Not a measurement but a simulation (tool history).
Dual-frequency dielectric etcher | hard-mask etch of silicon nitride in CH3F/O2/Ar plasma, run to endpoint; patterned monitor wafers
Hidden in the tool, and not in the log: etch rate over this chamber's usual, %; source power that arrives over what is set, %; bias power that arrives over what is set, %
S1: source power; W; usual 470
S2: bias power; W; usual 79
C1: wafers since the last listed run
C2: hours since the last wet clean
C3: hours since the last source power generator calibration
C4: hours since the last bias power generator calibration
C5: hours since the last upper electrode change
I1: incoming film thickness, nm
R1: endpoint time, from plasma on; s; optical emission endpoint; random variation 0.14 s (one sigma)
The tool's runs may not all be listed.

{"run": 1, "day": 0.0, "S1": 470, "S2": 79, "C1": 0, "C2": 302.6, "C3": 2092.0, "C4": 2917.9, "C5": 4170.8, "I1": 37.29, "R1": 46.0}
{"run": 2, "day": 0.712, "S1": 470, "S2": 69, "C1": 132, "C2": 319.7, "C3": 2109.1, "C4": 2935.0, "C5": 4187.9, "I1": 37.02, "R1": 47.5}
{"run": 3, "day": 1.738, "S1": 470, "S2": 69, "C1": 190, "C2": 344.3, "C3": 2133.7, "C4": 2959.6, "C5": 4212.5, "I1": 37.16, "R1": 47.4}
{"run": 4, "day": 2.979, "S1": 470, "S2": 79, "C1": 230, "C2": 374.1, "C3": 2163.5, "C4": 2989.4, "C5": 4242.3, "I1": 36.83, "R1": 44.9}
{"run": 5, "day": 4.167, "S1": 470, "S2": 79, "C1": 220, "C2": 402.6, "C3": 2192.0, "C4": 3017.9, "C5": 4270.8, "I1": 36.96, "R1": 45.0}
{"day": 5.5, "done": "wet clean of the chamber"}
{"run": 6, "day": 5.521, "S1": 470, "S2": 79, "C1": 65, "C2": 0.5, "C3": 2224.5, "C4": 3050.4, "C5": 4303.3, "I1": 36.69, "R1": 45.6}
{"run": 7, "day": 5.925, "S1": 470, "S2": 88, "C1": 75, "C2": 10.2, "C3": 2234.2, "C4": 3060.1, "C5": 4313.0, "I1": 36.73, "R1": 44.1}
{"day": 6.683, "done": "bias power generator calibrated"}
{"day": 7.171, "done": "upper electrode replaced"}
{"run": 8, "day": 7.192, "S1": 590, "S2": 79, "C1": 113, "C2": 40.6, "C3": 2264.6, "C4": 12.2, "C5": 0.5, "I1": 36.74, "R1": 43.3}
{"run": 9, "day": 7.208, "S1": 400, "S2": 67, "C1": 3, "C2": 41.0, "C3": 2265.0, "C4": 12.6, "C5": 0.9, "I1": 36.98, "R1": 49.8}
{"day": 7.867, "done": "source power generator calibrated"}
{"run": 10, "day": 7.888, "S1": 410, "S2": 84, "C1": 95, "C2": 57.3, "C3": 0.5, "C4": 28.9, "C5": 17.2, "I1": 37.56, "R1": 46.8}
{"run": 11, "day": 9.246, "S1": 520, "S2": 67, "C1": 252, "C2": 89.9, "C3": 33.1, "C4": 61.5, "C5": 49.8, "I1": 37.63, "R1": 47.9}
{"run": 12, "day": 10.088, "S1": 410, "S2": 79, "C1": 156, "C2": 110.1, "C3": 53.3, "C4": 81.7, "C5": 70.0, "I1": 36.67, "R1": 46.5}
{"run": 13, "day": 10.775, "S1": 470, "S2": 79, "C1": 127, "C2": 126.6, "C3": 69.8, "C4": 98.2, "C5": 86.5, "I1": 36.75, "R1": 45.6}
{"run": 14, "day": 11.408, "S1": 470, "S2": 79, "C1": 117, "C2": 141.8, "C3": 85.0, "C4": 113.4, "C5": 101.7, "I1": 37.07, "R1": 45.6}

Forecast each of these 3 alternatives for the next run:
{"run": "A", "day": 11.425, "S1": 390, "S2": 79, "C1": 3, "C2": 142.2, "C3": 85.4, "C4": 113.8, "C5": 102.1, "I1": 37.08, "R1": "?"}
{"run": "B", "day": 11.425, "S1": 400, "S2": 95, "C1": 3, "C2": 142.2, "C3": 85.4, "C4": 113.8, "C5": 102.1, "I1": 37.08, "R1": "?"}
{"run": "C", "day": 11.425, "S1": 370, "S2": 93, "C1": 3, "C2": 142.2, "C3": 85.4, "C4": 113.8, "C5": 102.1, "I1": 37.08, "R1": "?"}

run=A R1=47.5
run=B R1=44.3
run=C R1=45.3
Without the tool's hidden state the same runs would have given:
run=A R1=48.1
run=B R1=44.9
run=C R1=45.9
